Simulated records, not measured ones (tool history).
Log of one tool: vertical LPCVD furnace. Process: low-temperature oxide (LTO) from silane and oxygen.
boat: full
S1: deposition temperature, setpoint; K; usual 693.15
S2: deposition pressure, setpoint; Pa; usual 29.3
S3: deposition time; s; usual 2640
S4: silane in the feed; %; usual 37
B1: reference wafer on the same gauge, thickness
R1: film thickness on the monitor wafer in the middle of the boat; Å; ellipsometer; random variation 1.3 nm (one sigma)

| run | hour | S1 | S2 | S3 | S4 | B1 | R1 |
|---|---|---|---|---|---|---|---|
| 1 | 0 | 685.15 | 29.3 | 2640 | 37 | 452.11 | 4002.8 |
| 2 | 51.1 | 685.15 | 29.3 | 2640 | 37 | 452.12 | 3992.7 |
| 3 | 151 | 693.15 | 29.3 | 2640 | 37 | 452.18 | 4331.5 |
| 4 | 188.3 | 699.15 | 29.3 | 2640 | 37 | 451.84 | 4629.9 |
| 5 | 263.5 | 699.15 | 29.3 | 2640 | 37 | 451.86 | 4659.8 |
| 6 | 322.5 | 699.15 | 29.3 | 2640 | 37 | 452.15 | 4629.7 |
| 7 | 369.7 | 693.15 | 29.3 | 2640 | 37 | 451.96 | 4377.1 |
|  | 534.3 | gauge calibrated |
| 8 | 580.5 | 693.15 | 29.3 | 2640 | 37 | 452.26 | 4363.5 |
|  | 614.6 | thermocouples replaced and temperature profile calibrated |
| 9 | 662.6 | 693.15 | 29.3 | 2640 | 37 | 451.97 | 4407 |
| 10 | 708.4 | 693.15 | 29.3 | 2640 | 37 | 452 | 4364.4 |
| 11 | 755.2 | 693.15 | 29.3 | 2640 | 37 | 451.83 | 4390.5 |
| 12 | 857.4 | 693.15 | 29.3 | 2640 | 37 | 451.73 | 4404.6 |
| 13 | 933.7 | 693.15 | 29.3 | 2640 | 37 | 452.13 | 4418.4 |
| 14 | 980.5 | 683.15 | 31.3 | 2640 | 37 | 451.8 | 4238.8 |
|  | 1045.7 | pressure gauge zeroed |
|  | 1047.8 | silane flow controller replaced |
| 15 | 1250.4 | 682.15 | 32 | 1800 | 33 | 451.94 | 2432.6 |
| 16 | 1334.1 | 697.15 | 29.3 | 3360 | 42 | 452.34 | 6585.8 |
| 17 | 1389.8 | 693.15 | 29.3 | 2640 | 37 | 452.32 | 4287.3 |
| 18 | 1439.1 | 693.15 | 29.3 | 3480 | 42 | 452.03 | 6547.3 |
| 19 | 1522.6 | 693.15 | 29.3 | 2640 | 37 | 451.93 | 4309.2 |
| 20 | 1566.2 | 693.15 | 29.3 | 2640 | 37 | 451.88 | 4289 |
| 21 | 1665.4 | 697.15 | 29.3 | 2160 | 31 | 451.93 | 2902.3 |
| 22 | 1746.7 | 693.15 | 29.3 | 2040 | 37 | 452.05 | 3337.3 |
| 23 | 1807.8 | 693.15 | 29.3 | 2640 | 37 | 451.96 | 4285.3 |
| 24 | 1896 | 693.15 | 34 | 3240 | 37 | 451.88 | 6129.6 |
| 25 | 1950.6 | 693.15 | 29.3 | 3660 | 37 | 452.1 | 5971.1 |
| 26 | 2042 | 703.15 | 31.3 | 2640 | 41 | 452.19 | 5684.4 |
| 27 | 2087.5 | 693.15 | 29.3 | 2640 | 37 | 451.81 | 4310.8 |
|  | 2148.8 | gauge calibrated |
| 28 | 2177.2 | 697.15 | 32 | 3450 | 37 | 451.75 | 6374.4 |
| 29 | 2233.7 | 693.15 | 29.3 | 2640 | 37 | 451.7 | 4310.8 |
| 30 | 2282.2 | 688.15 | 31.3 | 2640 | 37 | 452.11 | 4371.2 |
| 31 | 2367.8 | 693.15 | 29.3 | 2640 | 37 | 451.97 | 4327.1 |

Some steps in R1 between neighbouring runs. How much of each would the tool show without its hidden state too (settings, what came in, random variation), and how much is left for the hidden state, with any gauge scatter that isn't in both results?
The hidden state here: true tube temperature minus thermocouple reading, K; true pressure minus gauge reading, mTorr; deviation of the silane flow from its setpoint, %; gauge reads high (%).
Run 7 -> 8: gauge calibrated. R1 -13.6 Å: hidden state +15.6, all else -29.2.
Run 14 -> 15: S1 683.15 -> 682.15, S2 31.3 -> 32, S3 2640 -> 1800, S4 37 -> 33, pressure gauge zeroed, silane flow controller replaced. R1 -1806.2 Å: hidden state -117.2, all else -1689.
Run 15 -> 16: S1 682.15 -> 697.15, S2 32 -> 29.3, S3 1800 -> 3360, S4 33 -> 42. R1 +4153.2 Å: hidden state -0.9, all else +4154.1.
Run 16 -> 17: S1 697.15 -> 693.15, S3 3360 -> 2640, S4 42 -> 37. R1 -2298.5 Å: hidden state +1.4, all else -2299.9.
Run 17 -> 18: S3 2640 -> 3480, S4 37 -> 42. R1 +2260 Å: hidden state +0.6, all else +2259.4.
Run 27 -> 28: S1 693.15 -> 697.15, S2 29.3 -> 32, S3 2640 -> 3450, gauge calibrated. R1 +2063.6 Å: hidden state +11.2, all else +2052.4.
